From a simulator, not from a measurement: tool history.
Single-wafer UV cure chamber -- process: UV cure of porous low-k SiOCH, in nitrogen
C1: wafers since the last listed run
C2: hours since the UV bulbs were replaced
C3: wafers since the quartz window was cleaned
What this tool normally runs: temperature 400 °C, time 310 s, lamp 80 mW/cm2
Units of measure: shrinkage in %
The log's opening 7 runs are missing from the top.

run 8 hour=91.2 | temperature=400 time=310 lamp=80 | C1=69 C2=1198.6 C3=2311 | shrinkage=9.217
run 9 hour=106.5 | temperature=400 time=310 lamp=80 | C1=97 C2=1213.9 C3=2409 | shrinkage=9.187
run 10 hour=120.6 | temperature=400 time=310 lamp=80 | C1=90 C2=1228.0 C3=2499 | shrinkage=9.093
run 11 hour=128.0 | temperature=400 time=310 lamp=80 | C1=47 C2=1235.4 C3=2546 | shrinkage=9.044
run 12 hour=143.3 | temperature=400 time=310 lamp=80 | C1=97 C2=1250.7 C3=2644 | shrinkage=8.861
run 13 hour=151.4 | temperature=400 time=310 lamp=80 | C1=51 C2=1258.8 C3=2696 | shrinkage=8.789
run 14 hour=161.6 | temperature=400 time=200 lamp=80 | C1=65 C2=1269.0 C3=2761 | shrinkage=6.920
run 15 hour=169.6 | temperature=400 time=200 lamp=80 | C1=51 C2=1277.0 C3=2812 | shrinkage=6.908
-- hour=189.4 quartz window cleaned
run 16 hour=189.9 | temperature=400 time=200 lamp=80 | C1=78 C2=1297.3 C3=2 | shrinkage=7.561
run 17 hour=196.1 | temperature=400 time=310 lamp=80 | C1=39 C2=1303.5 C3=42 | shrinkage=9.436
run 18 hour=213.5 | temperature=400 time=310 lamp=80 | C1=111 C2=1320.9 C3=153 | shrinkage=9.236
run 19 hour=228.3 | temperature=400 time=310 lamp=80 | C1=94 C2=1335.7 C3=248 | shrinkage=9.225
run 20 hour=236.7 | temperature=400 time=310 lamp=80 | C1=53 C2=1344.1 C3=302 | shrinkage=9.066
run 21 hour=249.0 | temperature=400 time=310 lamp=80 | C1=78 C2=1356.4 C3=381 | shrinkage=9.078
run 22 hour=259.7 | temperature=400 time=310 lamp=80 | C1=68 C2=1367.1 C3=449 | shrinkage=9.064
run 23 hour=266.3 | temperature=400 time=310 lamp=80 | C1=42 C2=1373.7 C3=491 | shrinkage=8.992
run 24 hour=278.8 | temperature=415 time=455 lamp=63 | C1=80 C2=1386.2 C3=571 | shrinkage=9.689

Estimate the outcome of run 25 from the log above:
-- hour=294.7 UV bulbs replaced
run 25 hour=295.2 | temperature=407 time=130 lamp=61 | C1=53 C2=0.5 C3=625 | shrinkage=?

{"run 25": {"shrinkage": 6.555}}
On a tool with no hidden condition, and with the same random variation, this run would have come out at shrinkage 6.717 %.
